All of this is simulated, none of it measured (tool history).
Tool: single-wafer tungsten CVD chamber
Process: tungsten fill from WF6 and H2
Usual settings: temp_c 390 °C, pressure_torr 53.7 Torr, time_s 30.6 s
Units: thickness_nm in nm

run,hour,temp_c,pressure_torr,time_s,"read-back reference wafer on the same gauge, thickness_nm",thickness_nm
1,0,390,48.2,30.6,93.441,84.569
2,26.2,390,48.2,30.6,93.242,84.982
3,38.8,390,53.7,30.6,93.213,88.857
4,65.1,390,53.7,30.6,93.322,88.09
5,98.3,390,53.7,30.6,93.485,88.63
6,119.2,390,53.7,30.6,93.477,88.088
7,148.8,390,53.7,30.6,93.476,88.956
8,164.7,390,53.7,30.6,93.585,88.825
9,197.2,390,53.7,30.6,93.429,87.903
10,214,390,53.7,30.6,93.435,88.597
11,240,390,53.7,30.6,93.347,87.941
12,323.1,390,53.7,30.6,93.328,88.522
13,338.7,390,53.7,30.6,93.416,88.568
14,358.1,390,53.7,30.6,93.451,87.89
15,385.2,390,58.4,30.6,93.245,91.177
# hour 406.9: gauge calibrated
16,410.6,377,63.9,36,93.503,87.83
17,437.9,390,53.7,34.3,93.557,97.917
# hour 449: thermocouple changed; heater temperature recalibrated
# hour 453: capacitance manometer re-zeroed and calibrated
18,472.3,399,53.7,36.3,93.433,125.313
19,521.4,403,62,30.6,93.393,119.14
# hour 535.2: showerhead replaced
20,554.5,385,40.9,27.5,93.268,66.91
21,579.1,376,58.2,25.2,93.316,60.224
22,605,390,44.8,30.6,93.459,83.482
23,629.8,390,42.7,33.7,93.501,91.42
24,662.3,376,53.7,25.1,93.434,58.088
25,693.1,390,53.7,30.6,93.322,90.038
26,727.3,390,49,25.1,93.405,71.187
27,756.2,390,53.7,30.6,93.253,90.614
28,780.3,390,53.7,32.6,93.427,96.792
29,804.6,398,53.7,30.6,93.474,103.324
30,818.9,390,66.7,28.1,93.496,90.373
31,850,396,42.7,35.3,93.405,104.779
32,866.5,390,41.1,28,93.456,74.249
33,885.8,390,53.7,30.6,93.516,90.518

The same runs without the tool's hidden state, with the same run-to-run variation:
The hidden state here: wafer temperature above the value expected at the setpoint (K); true pressure above the setpoint (%); gauge reads high (%).
run,thickness_nm
1,86.682
2,87.153
3,91.096
4,90.36
5,90.976
6,90.46
7,91.41
8,91.307
9,90.423
10,91.171
11,90.549
12,91.323
13,91.404
14,90.747
15,94.172
16,90.77
17,101.297
18,125.666
19,119.477
20,67.11
21,60.398
22,83.732
23,91.698
24,58.262
25,90.315
26,71.417
27,90.906
28,97.111
29,103.673
30,90.671
31,105.158
32,74.526
33,90.849

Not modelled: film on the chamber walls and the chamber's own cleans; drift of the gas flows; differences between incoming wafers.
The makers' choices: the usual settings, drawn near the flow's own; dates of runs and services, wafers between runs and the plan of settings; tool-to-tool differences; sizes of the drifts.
